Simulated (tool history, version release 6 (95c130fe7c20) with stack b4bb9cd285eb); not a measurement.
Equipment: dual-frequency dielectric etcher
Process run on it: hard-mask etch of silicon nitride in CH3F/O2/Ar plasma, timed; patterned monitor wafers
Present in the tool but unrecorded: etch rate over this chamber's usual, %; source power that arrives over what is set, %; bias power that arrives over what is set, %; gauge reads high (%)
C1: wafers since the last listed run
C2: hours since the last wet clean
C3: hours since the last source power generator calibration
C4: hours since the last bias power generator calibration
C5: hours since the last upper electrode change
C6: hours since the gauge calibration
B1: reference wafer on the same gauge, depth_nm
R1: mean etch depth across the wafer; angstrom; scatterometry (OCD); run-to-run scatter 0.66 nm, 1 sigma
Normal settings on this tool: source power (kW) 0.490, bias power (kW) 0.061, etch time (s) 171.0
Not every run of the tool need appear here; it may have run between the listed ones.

run 1 hour=0.0 | source_power_(kW)=0.490 bias_power_(kW)=0.061 etch_time_(s)=171.0 | C1=0 C2=338.4 C3=2182.2 C4=1892.4 C5=3187.7 C6=1314.7 | B1=127.1 | R1=1298
run 2 hour=43.5 | source_power_(kW)=0.490 bias_power_(kW)=0.061 etch_time_(s)=171.0 | C1=419 C2=381.9 C3=2225.7 C4=1935.9 C5=3231.2 C6=1358.2 | B1=127.0 | R1=1305
-- hour=94.4 wet clean of the chamber
run 3 hour=109.0 | source_power_(kW)=0.490 bias_power_(kW)=0.061 etch_time_(s)=171.0 | C1=400 C2=14.6 C3=2291.2 C4=2001.4 C5=3296.7 C6=1423.7 | B1=127.1 | R1=1299
run 4 hour=155.7 | source_power_(kW)=0.490 bias_power_(kW)=0.061 etch_time_(s)=171.0 | C1=450 C2=61.3 C3=2337.9 C4=2048.1 C5=3343.4 C6=1470.4 | B1=127.1 | R1=1310
run 5 hour=227.5 | source_power_(kW)=0.490 bias_power_(kW)=0.061 etch_time_(s)=171.0 | C1=692 C2=133.1 C3=2409.7 C4=2119.9 C5=3415.2 C6=1542.2 | B1=126.9 | R1=1293
run 6 hour=295.4 | source_power_(kW)=0.490 bias_power_(kW)=0.061 etch_time_(s)=171.0 | C1=654 C2=201.0 C3=2477.6 C4=2187.8 C5=3483.1 C6=1610.1 | B1=126.9 | R1=1301
run 7 hour=366.9 | source_power_(kW)=0.490 bias_power_(kW)=0.061 etch_time_(s)=171.0 | C1=689 C2=272.5 C3=2549.1 C4=2259.3 C5=3554.6 C6=1681.6 | B1=126.9 | R1=1307
run 8 hour=415.6 | source_power_(kW)=0.490 bias_power_(kW)=0.061 etch_time_(s)=171.0 | C1=469 C2=321.2 C3=2597.8 C4=2308.0 C5=3603.3 C6=1730.3 | B1=126.9 | R1=1310
run 9 hour=447.6 | source_power_(kW)=0.440 bias_power_(kW)=0.072 etch_time_(s)=184.5 | C1=308 C2=353.2 C3=2629.8 C4=2340.0 C5=3635.3 C6=1762.3 | B1=126.9 | R1=1416
-- hour=454.3 source power generator calibrated
run 10 hour=476.1 | source_power_(kW)=0.410 bias_power_(kW)=0.061 etch_time_(s)=198.0 | C1=236 C2=381.7 C3=21.8 C4=2368.5 C5=3663.8 C6=1790.8 | B1=126.9 | R1=1405
-- hour=539.7 wet clean of the chamber
run 11 hour=546.9 | source_power_(kW)=0.610 bias_power_(kW)=0.049 etch_time_(s)=149.5 | C1=451 C2=7.2 C3=92.6 C4=2439.3 C5=3734.6 C6=1861.6 | B1=127.0 | R1=1170
run 12 hour=617.8 | source_power_(kW)=0.490 bias_power_(kW)=0.061 etch_time_(s)=217.0 | C1=683 C2=78.1 C3=163.5 C4=2510.2 C5=3805.5 C6=1932.5 | B1=127.1 | R1=1659
-- hour=668.3 gauge calibrated
run 13 hour=677.3 | source_power_(kW)=0.580 bias_power_(kW)=0.061 etch_time_(s)=171.0 | C1=573 C2=137.6 C3=223.0 C4=2569.7 C5=3865.0 C6=9.0 | B1=127.1 | R1=1393
-- hour=698.8 bias power generator calibrated
run 14 hour=705.9 | source_power_(kW)=0.490 bias_power_(kW)=0.061 etch_time_(s)=171.0 | C1=237 C2=166.2 C3=251.6 C4=7.1 C5=3893.6 C6=37.6 | B1=126.9 | R1=1308
run 15 hour=890.8 | source_power_(kW)=0.380 bias_power_(kW)=0.061 etch_time_(s)=171.0 | C1=1783 C2=351.1 C3=436.5 C4=192.0 C5=4078.5 C6=222.5 | B1=127.1 | R1=1164
-- hour=930.8 upper electrode replaced
run 16 hour=936.5 | source_power_(kW)=0.400 bias_power_(kW)=0.055 etch_time_(s)=205.5 | C1=209 C2=396.8 C3=482.2 C4=237.7 C5=5.7 C6=268.2 | B1=127.0 | R1=1409
-- hour=1020.4 wet clean of the chamber
run 17 hour=1020.9 | source_power_(kW)=0.400 bias_power_(kW)=0.074 etch_time_(s)=150.0 | C1=582 C2=0.5 C3=566.6 C4=322.1 C5=90.1 C6=352.6 | B1=127.1 | R1=1117
run 18 hour=1045.9 | source_power_(kW)=0.460 bias_power_(kW)=0.061 etch_time_(s)=206.5 | C1=241 C2=25.5 C3=591.6 C4=347.1 C5=115.1 C6=377.6 | B1=127.1 | R1=1528
run 19 hour=1091.8 | source_power_(kW)=0.420 bias_power_(kW)=0.061 etch_time_(s)=122.0 | C1=442 C2=71.4 C3=637.5 C4=393.0 C5=161.0 C6=423.5 | B1=127.0 | R1=876
run 20 hour=1117.3 | source_power_(kW)=0.420 bias_power_(kW)=0.076 etch_time_(s)=213.5 | C1=245 C2=96.9 C3=663.0 C4=418.5 C5=186.5 C6=449.0 | B1=127.0 | R1=1634
run 21 hour=1176.6 | source_power_(kW)=0.490 bias_power_(kW)=0.061 etch_time_(s)=171.0 | C1=572 C2=156.2 C3=722.3 C4=477.8 C5=245.8 C6=508.3 | B1=126.8 | R1=1301
run 22 hour=1223.0 | source_power_(kW)=0.570 bias_power_(kW)=0.048 etch_time_(s)=171.0 | C1=447 C2=202.6 C3=768.7 C4=524.2 C5=292.2 C6=554.7 | B1=127.1 | R1=1298
run 23 hour=1286.3 | source_power_(kW)=0.580 bias_power_(kW)=0.061 etch_time_(s)=171.0 | C1=610 C2=265.9 C3=832.0 C4=587.5 C5=355.5 C6=618.0 | B1=127.0 | R1=1383
run 24 hour=1327.2 | source_power_(kW)=0.490 bias_power_(kW)=0.061 etch_time_(s)=171.0 | C1=394 C2=306.8 C3=872.9 C4=628.4 C5=396.4 C6=658.9 | B1=127.0 | R1=1312
run 25 hour=1352.3 | source_power_(kW)=0.490 bias_power_(kW)=0.049 etch_time_(s)=123.0 | C1=242 C2=331.9 C3=898.0 C4=653.5 C5=421.5 C6=684.0 | B1=127.0 | R1=880
run 26 hour=1405.9 | source_power_(kW)=0.600 bias_power_(kW)=0.051 etch_time_(s)=192.0 | C1=517 C2=385.5 C3=951.6 C4=707.1 C5=475.1 C6=737.6 | B1=127.0 | R1=1499
run 27 hour=1447.3 | source_power_(kW)=0.490 bias_power_(kW)=0.068 etch_time_(s)=171.0 | C1=399 C2=426.9 C3=993.0 C4=748.5 C5=516.5 C6=779.0 | B1=126.9 | R1=1346
-- hour=1492.0 wet clean of the chamber
run 28 hour=1492.5 | source_power_(kW)=0.440 bias_power_(kW)=0.067 etch_time_(s)=185.5 | C1=204 C2=0.5 C3=1038.2 C4=793.7 C5=561.7 C6=824.2 | B1=126.9 | R1=1382
run 29 hour=1514.8 | source_power_(kW)=0.490 bias_power_(kW)=0.061 etch_time_(s)=171.0 | C1=215 C2=22.8 C3=1060.5 C4=816.0 C5=584.0 C6=846.5 | B1=127.0 | R1=1312
run 30 hour=1544.6 | source_power_(kW)=0.490 bias_power_(kW)=0.061 etch_time_(s)=171.0 | C1=287 C2=52.6 C3=1090.3 C4=845.8 C5=613.8 C6=876.3 | B1=127.1 | R1=1306

Hidden state, per run?
etch rate over this chamber's usual, %: 0 in every run
source power that arrives over what is set, %: 0 in every run
bias power that arrives over what is set, %: 0 in every run
gauge reads high (%): 0 in every run

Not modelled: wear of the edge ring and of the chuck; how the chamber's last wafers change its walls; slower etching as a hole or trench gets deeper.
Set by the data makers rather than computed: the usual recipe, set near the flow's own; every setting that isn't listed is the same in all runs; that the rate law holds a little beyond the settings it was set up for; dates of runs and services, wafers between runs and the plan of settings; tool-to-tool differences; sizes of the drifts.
